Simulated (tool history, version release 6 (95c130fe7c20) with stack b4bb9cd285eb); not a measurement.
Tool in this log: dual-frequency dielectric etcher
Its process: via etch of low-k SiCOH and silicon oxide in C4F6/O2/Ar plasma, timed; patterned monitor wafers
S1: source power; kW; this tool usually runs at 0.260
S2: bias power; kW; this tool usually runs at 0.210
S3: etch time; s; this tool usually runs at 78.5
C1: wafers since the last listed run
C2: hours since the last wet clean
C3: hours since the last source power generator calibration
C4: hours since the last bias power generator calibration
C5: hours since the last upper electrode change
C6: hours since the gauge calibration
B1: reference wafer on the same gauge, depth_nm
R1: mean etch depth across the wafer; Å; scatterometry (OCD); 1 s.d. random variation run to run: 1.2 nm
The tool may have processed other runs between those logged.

run   hour     S1     S2    S3   C1     C2      C3     C4     C5     C6     B1    R1
  1    0.0  0.260  0.210  78.5    0  454.4  1846.3   26.2   13.2  211.6  213.9  1797
  2   10.6  0.260  0.210  94.5  158  465.0  1856.9   36.8   23.8  222.2  214.2  2157
      22.6  -- source power generator calibrated
  3   54.8  0.260  0.210  94.5  601  509.2    32.2   81.0   68.0  266.4  213.7  2153
  4   62.9  0.260  0.180  78.5  121  517.3    40.3   89.1   76.1  274.5  214.0  1659
      93.8  -- wet clean of the chamber
  5   94.3  0.260  0.180  78.5  110    0.5    71.7  120.5  107.5  305.9  213.9  1758
  6   94.6  0.220  0.210  78.5    4    0.8    72.0  120.8  107.8  306.2  214.3  1746
  7   95.6  0.260  0.210  94.0   14    1.8    73.0  121.8  108.8  307.2  214.2  2269
  8  105.8  0.230  0.182  78.5  152   12.0    83.2  132.0  119.0  317.4  214.1  1716
  9  122.9  0.260  0.164  78.5  255   29.1   100.3  149.1  136.1  334.5  214.0  1697
 10  132.5  0.260  0.210  78.5  143   38.7   109.9  158.7  145.7  344.1  214.3  1891
 11  143.9  0.260  0.210  78.5  170   50.1   121.3  170.1  157.1  355.5  214.0  1876
 12  160.5  0.260  0.210  78.5  248   66.7   137.9  186.7  173.7  372.1  213.9  1889
 13  166.9  0.240  0.210  60.0   95   73.1   144.3  193.1  180.1  378.5  214.1  1393
 14  187.0  0.260  0.210  78.5  300   93.2   164.4  213.2  200.2  398.6  213.9  1889
 15  198.7  0.260  0.210  78.5  174  104.9   176.1  224.9  211.9  410.3  214.3  1872
 16  208.6  0.260  0.210  58.0  148  114.8   186.0  234.8  221.8  420.2  213.8  1390
 17  219.9  0.260  0.227  78.5  168  126.1   197.3  246.1  233.1  431.5  213.9  1925
     229.2  -- gauge calibrated
 18  230.8  0.320  0.210  78.5  162  137.0   208.2  257.0  244.0    1.6  214.2  2029
 19  247.1  0.290  0.167  92.0  243  153.3   224.5  273.3  260.3   17.9  214.2  2078
 20  262.3  0.300  0.210  68.5  227  168.5   239.7  288.5  275.5   33.1  214.2  1717

The next listed run, before its measurement:
 21  276.4  0.320  0.210  89.0  210  182.6  253.8  302.6  289.6  47.2   ?   ?

B1: 214.3
R1: 2314 Å
With no hidden state in the tool, this same run would have given R1 2344 Å.
